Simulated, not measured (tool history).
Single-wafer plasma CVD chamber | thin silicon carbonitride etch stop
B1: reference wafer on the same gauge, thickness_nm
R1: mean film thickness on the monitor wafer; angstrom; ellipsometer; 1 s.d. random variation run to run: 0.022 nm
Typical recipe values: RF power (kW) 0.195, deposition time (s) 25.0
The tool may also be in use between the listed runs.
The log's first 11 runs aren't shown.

Run 12, hour 153.5: usual settings; B1 12.800. Result: R1 145.20 angstrom.
At hour 165.5: RF generator calibrated.
Run 13, hour 166.1: usual settings; B1 12.798. Result: R1 148.22 angstrom.
Run 14, hour 175.6: usual settings but deposition time (s) 26.3; B1 12.797. Result: R1 155.65 angstrom.
Run 15, hour 186.4: usual settings but deposition time (s) 26.3; B1 12.799. Result: R1 155.62 angstrom.
Run 16, hour 201.6: usual settings but RF power (kW) 0.170, deposition time (s) 27.4; B1 12.799. Result: R1 156.38 angstrom.
Run 17, hour 219.6: usual settings; B1 12.804. Result: R1 147.97 angstrom.
Run 18, hour 232.8: usual settings but RF power (kW) 0.205, deposition time (s) 27.3; B1 12.805. Result: R1 163.77 angstrom.
At hour 251.6: showerhead replaced.
Run 19, hour 252.1: usual settings but RF power (kW) 0.165, deposition time (s) 23.7; B1 12.798. Result: R1 134.18 angstrom.
At hour 261.7: gauge calibrated.
Run 20, hour 280.9: usual settings; B1 12.800. Result: R1 147.89 angstrom.
Run 21, hour 291.3: usual settings but RF power (kW) 0.185; B1 12.799. Result: R1 145.80 angstrom.
At hour 313.4: thermocouple changed; heater temperature recalibrated.
Run 22, hour 340.4: usual settings but RF power (kW) 0.170, deposition time (s) 28.3; B1 12.803. Result: R1 161.08 angstrom.
Run 23, hour 356.8: usual settings; B1 12.798. Result: R1 147.64 angstrom.
Run 24, hour 369.1: usual settings but deposition time (s) 22.5; B1 12.798. Result: R1 132.92 angstrom.

The next listed run, before its measurement:
Run 25, hour 380.8: usual settings but RF power (kW) 0.210, deposition time (s) 21.0; B1 ?. Result: R1 ?.

{"run 25": {"B1": 12.8, "R1": 127.14}}
With the hidden condition absent and the run-to-run variation left alone, this run would have shown R1 127.45 angstrom.

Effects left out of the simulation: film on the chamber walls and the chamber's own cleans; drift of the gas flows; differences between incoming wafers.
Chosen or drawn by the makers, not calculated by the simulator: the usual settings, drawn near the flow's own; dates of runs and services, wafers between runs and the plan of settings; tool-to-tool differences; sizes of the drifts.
